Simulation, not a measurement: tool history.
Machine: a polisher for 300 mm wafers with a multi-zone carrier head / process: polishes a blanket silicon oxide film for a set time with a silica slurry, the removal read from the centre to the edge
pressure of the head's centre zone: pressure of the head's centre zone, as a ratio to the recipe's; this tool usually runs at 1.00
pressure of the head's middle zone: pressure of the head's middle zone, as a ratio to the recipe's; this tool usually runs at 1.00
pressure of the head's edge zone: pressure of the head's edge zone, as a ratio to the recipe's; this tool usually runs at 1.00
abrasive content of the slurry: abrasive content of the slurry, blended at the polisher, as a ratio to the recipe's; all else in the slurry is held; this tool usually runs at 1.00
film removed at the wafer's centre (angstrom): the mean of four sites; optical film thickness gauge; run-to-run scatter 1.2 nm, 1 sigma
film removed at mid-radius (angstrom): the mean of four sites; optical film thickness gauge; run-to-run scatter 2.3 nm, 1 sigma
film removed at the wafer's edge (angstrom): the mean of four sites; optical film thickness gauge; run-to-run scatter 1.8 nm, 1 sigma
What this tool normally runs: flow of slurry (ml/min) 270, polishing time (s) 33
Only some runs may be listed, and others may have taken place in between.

| run | hour | flow of slurry (ml/min) | pressure of the head's centre zone | pressure of the head's middle zone | pressure of the head's edge zone | abrasive content of the slurry | polishing time (s) | wafers since the last listed run | wafers polished on this pad | hours since the slurry nozzle was cleaned | hours since the centre zone pressure was calibrated | hours since the edge zone pressure was calibrated | hours since the carrier head's membrane was replaced | incoming thickness of the incoming film, nm | film removed at the wafer's centre (angstrom) | film removed at mid-radius (angstrom) | film removed at the wafer's edge (angstrom) |
|---|---|---|---|---|---|---|---|---|---|---|---|---|---|---|---|---|---|
| 1 | 0.0 | 270 | 1.00 | 1.00 | 0.95 | 1.00 | 33 | 0 | 3814 | 523.7 | 261.7 | 1362.2 | 1652.0 | 1761.2 | 1537 | 1582 | 1588 |
| 2 | 29.6 | 270 | 1.00 | 1.00 | 1.00 | 0.85 | 33 | 422 | 4237 | 553.3 | 291.3 | 1391.8 | 1681.6 | 1778.7 | 1441 | 1496 | 1477 |
|  | 62.0 | carrier head's membrane replaced by a new one |
| 3 | 89.4 | 270 | 0.96 | 1.00 | 1.00 | 0.75 | 33 | 782 | 5019 | 613.1 | 351.1 | 1451.6 | 27.4 | 1768.9 | 1303 | 1396 | 1425 |
| 4 | 141.2 | 270 | 1.00 | 1.12 | 1.00 | 1.15 | 33 | 739 | 5759 | 664.9 | 402.9 | 1503.4 | 79.2 | 1789.3 | 1615 | 1824 | 1700 |
| 5 | 175.4 | 270 | 1.00 | 1.00 | 1.00 | 1.00 | 42 | 488 | 6247 | 699.1 | 437.1 | 1537.6 | 113.4 | 1744.5 | 1954 | 1990 | 2022 |
|  | 193.2 | worn pad replaced by a new one |
| 6 | 218.8 | 240 | 1.00 | 1.00 | 1.00 | 1.25 | 27 | 562 | 364 | 742.5 | 480.5 | 1581.0 | 156.8 | 1774.5 | 1346 | 1397 | 1418 |
| 7 | 255.2 | 350 | 0.92 | 1.00 | 1.11 | 0.85 | 33 | 519 | 884 | 778.9 | 516.9 | 1617.4 | 193.2 | 1791.1 | 1355 | 1481 | 1574 |
|  | 261.7 | edge zone pressure recalibrated |
|  | 269.2 | centre zone pressure recalibrated |
| 8 | 296.1 | 270 | 1.04 | 1.00 | 1.00 | 1.00 | 33 | 526 | 1411 | 819.8 | 26.9 | 34.4 | 234.1 | 1751.6 | 1652 | 1526 | 1610 |
| 9 | 347.3 | 270 | 1.08 | 1.00 | 0.89 | 1.00 | 33 | 731 | 2142 | 871.0 | 78.1 | 85.6 | 285.3 | 1766.1 | 1678 | 1613 | 1534 |
|  | 369.3 | slurry nozzle cleaned |
| 10 | 390.6 | 270 | 1.00 | 1.00 | 1.00 | 1.00 | 33 | 604 | 2746 | 21.3 | 121.4 | 128.9 | 328.6 | 1775.7 | 1577 | 1575 | 1605 |
| 11 | 441.6 | 195 | 1.00 | 1.00 | 1.00 | 0.90 | 33 | 728 | 3475 | 72.3 | 172.4 | 179.9 | 379.6 | 1777.7 | 1421 | 1466 | 1483 |
| 12 | 495.1 | 305 | 1.00 | 0.95 | 1.05 | 1.00 | 23 | 763 | 4238 | 125.8 | 225.9 | 233.4 | 433.1 | 1771.8 | 1085 | 1097 | 1153 |
| 13 | 537.0 | 230 | 1.00 | 1.00 | 0.92 | 0.85 | 27 | 598 | 4837 | 167.7 | 267.8 | 275.3 | 475.0 | 1785.8 | 1146 | 1200 | 1190 |
|  | 580.7 | worn pad replaced by a new one |
| 14 | 581.2 | 350 | 1.00 | 1.00 | 1.00 | 1.00 | 33 | 574 | 7 | 211.9 | 312.0 | 319.5 | 519.2 | 1756.2 | 1568 | 1618 | 1627 |
| 15 | 636.3 | 270 | 1.00 | 1.00 | 1.00 | 1.00 | 33 | 786 | 793 | 267.0 | 367.1 | 374.6 | 574.3 | 1759.2 | 1550 | 1570 | 1601 |
| 16 | 692.8 | 270 | 1.00 | 1.00 | 0.97 | 1.00 | 26 | 806 | 1600 | 323.5 | 423.6 | 431.1 | 630.8 | 1773.2 | 1222 | 1231 | 1258 |
| 17 | 733.0 | 270 | 1.00 | 1.00 | 1.00 | 1.00 | 33 | 574 | 2174 | 363.7 | 463.8 | 471.3 | 671.0 | 1747.4 | 1552 | 1581 | 1589 |
| 18 | 802.9 | 270 | 1.00 | 1.00 | 1.00 | 1.00 | 33 | 998 | 3172 | 433.6 | 533.7 | 541.2 | 740.9 | 1757.3 | 1527 | 1575 | 1596 |
|  | 851.5 | centre zone pressure recalibrated |
| 19 | 859.9 | 175 | 1.00 | 1.00 | 1.00 | 1.00 | 33 | 785 | 3958 | 490.6 | 8.4 | 598.2 | 797.9 | 1745.8 | 1501 | 1515 | 1570 |
| 20 | 927.4 | 270 | 1.00 | 1.00 | 1.00 | 1.00 | 33 | 963 | 4922 | 558.1 | 75.9 | 665.7 | 865.4 | 1789.5 | 1549 | 1602 | 1606 |

Below, each run's measurement less what the same run would have read without the hidden state. Both values contain the same run-to-run variation, but the gauge's scatter may not be the same in both:
The tool's hidden condition here consists of: removal rate lost through wear of the pad, %; slurry flow missing at the pad, %; deviation of the centre zone's pressure from its setpoint, %; deviation of the edge zone's pressure from its setpoint, %.
| run | film removed at the wafer's centre (angstrom) |
|---|---|
| 1 | -53 |
| 2 | -52 |
| 3 | -50 |
| 4 | -65 |
| 5 | -79 |
| 6 | -56 |
| 7 | -57 |
| 8 | -12 |
| 9 | -25 |
| 10 | -33 |
| 11 | -37 |
| 12 | -32 |
| 13 | -37 |
| 14 | -54 |
| 15 | -56 |
| 16 | -46 |
| 17 | -60 |
| 18 | -60 |
| 19 | -5 |
| 20 | -23 |
For film removed at mid-radius (angstrom), the value without the hidden state is never more than 1 from the measured value.
film removed at the wafer's edge (angstrom): measured minus the no-hidden-state value equals 0 in all runs.

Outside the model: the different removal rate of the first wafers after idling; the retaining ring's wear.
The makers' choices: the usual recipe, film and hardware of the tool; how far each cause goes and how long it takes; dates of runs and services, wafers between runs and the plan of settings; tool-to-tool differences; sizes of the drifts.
